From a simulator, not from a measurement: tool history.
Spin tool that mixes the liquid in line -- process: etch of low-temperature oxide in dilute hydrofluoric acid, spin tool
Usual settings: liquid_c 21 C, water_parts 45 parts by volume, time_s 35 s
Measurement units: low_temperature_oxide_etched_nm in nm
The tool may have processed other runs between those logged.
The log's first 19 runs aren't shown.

run   hour  liquid_c  water_parts  time_s  wafers since the last listed run  hours since the thermometer was replaced  hours since the hydrofluoric acid flow meter was replaced  hours since the gauge calibration  read-back film thickness of the low-temperature oxide reference wafer, read on the same gauge (nm)  low_temperature_oxide_etched_nm
 20  263.6        21           45      40                               485                                     112.5                                                       42.3                              167.2                                                                                              109.99                              9.3
 21  271.4        17           30      45                                90                                     120.3                                                       50.1                                175                                                                                              109.99                            13.34
 22  282.2        21           45      35                               125                                     131.1                                                       60.9                              185.8                                                                                              110.01                             8.21
 23    290        21           35      25                                90                                     138.9                                                       68.7                              193.6                                                                                              109.99                             7.66
 24  341.6        23           65      35                               599                                     190.5                                                      120.3                              245.2                                                                                              109.98                             6.01
 25  352.4        17           55      25                               125                                     201.3                                                      131.1                                256                                                                                              109.97                             3.95
 26  369.8      19.5           45      30                               202                                     218.7                                                      148.5                              273.4                                                                                              109.99                             6.53
 27  377.1        21           35      35                                84                                       226                                                      155.8                              280.7                                                                                              109.99                            10.49
 28  385.8      22.5           45      25                               101                                     234.7                                                      164.5                              289.4                                                                                                 110                             6.15
 29  399.3        21           40      20                               156                                     248.2                                                        178                              302.9                                                                                              109.98                             5.22
 30  405.8        21           45      35                                75                                     254.7                                                      184.5                              309.4                                                                                              109.99                             8.07
 31  417.6        21           40      35                               137                                     266.5                                                      196.3                              321.2                                                                                                 110                             9.18
 32  428.7      24.5           40      35                               129                                     277.6                                                      207.4                              332.3                                                                                              110.02                            10.53

Here are 5 independent what-if runs from the current tool condition. What would each one return?
  A  429.1        21           45      50                                 4                                       278                                                      207.8                              332.7                                                                                                   ?                                ?
  B  429.1        24           50      25                                 4                                       278                                                      207.8                              332.7                                                                                                   ?                                ?
  C  429.1      23.5           60      20                                 4                                       278                                                      207.8                              332.7                                                                                                   ?                                ?
  D  429.1      17.5           40      40                                 4                                       278                                                      207.8                              332.7                                                                                                   ?                                ?
  E  429.1        21           35      20                                 4                                       278                                                      207.8                              332.7                                                                                                   ?                                ?

run  read-back film thickness of the low-temperature oxide reference wafer, read on the same gauge (nm)  low_temperature_oxide_etched_nm
  A                                                                                              109.99                            11.64
  B                                                                                              109.99                             5.89
  C                                                                                              109.99                              3.8
  D                                                                                              109.99                             9.08
  E                                                                                              109.99                             6.06
What these runs would have given with no unlogged condition in the tool:
run  low_temperature_oxide_etched_nm
  A                             11.6
  B                             5.88
  C                             3.79
  D                             9.04
  E                             6.04
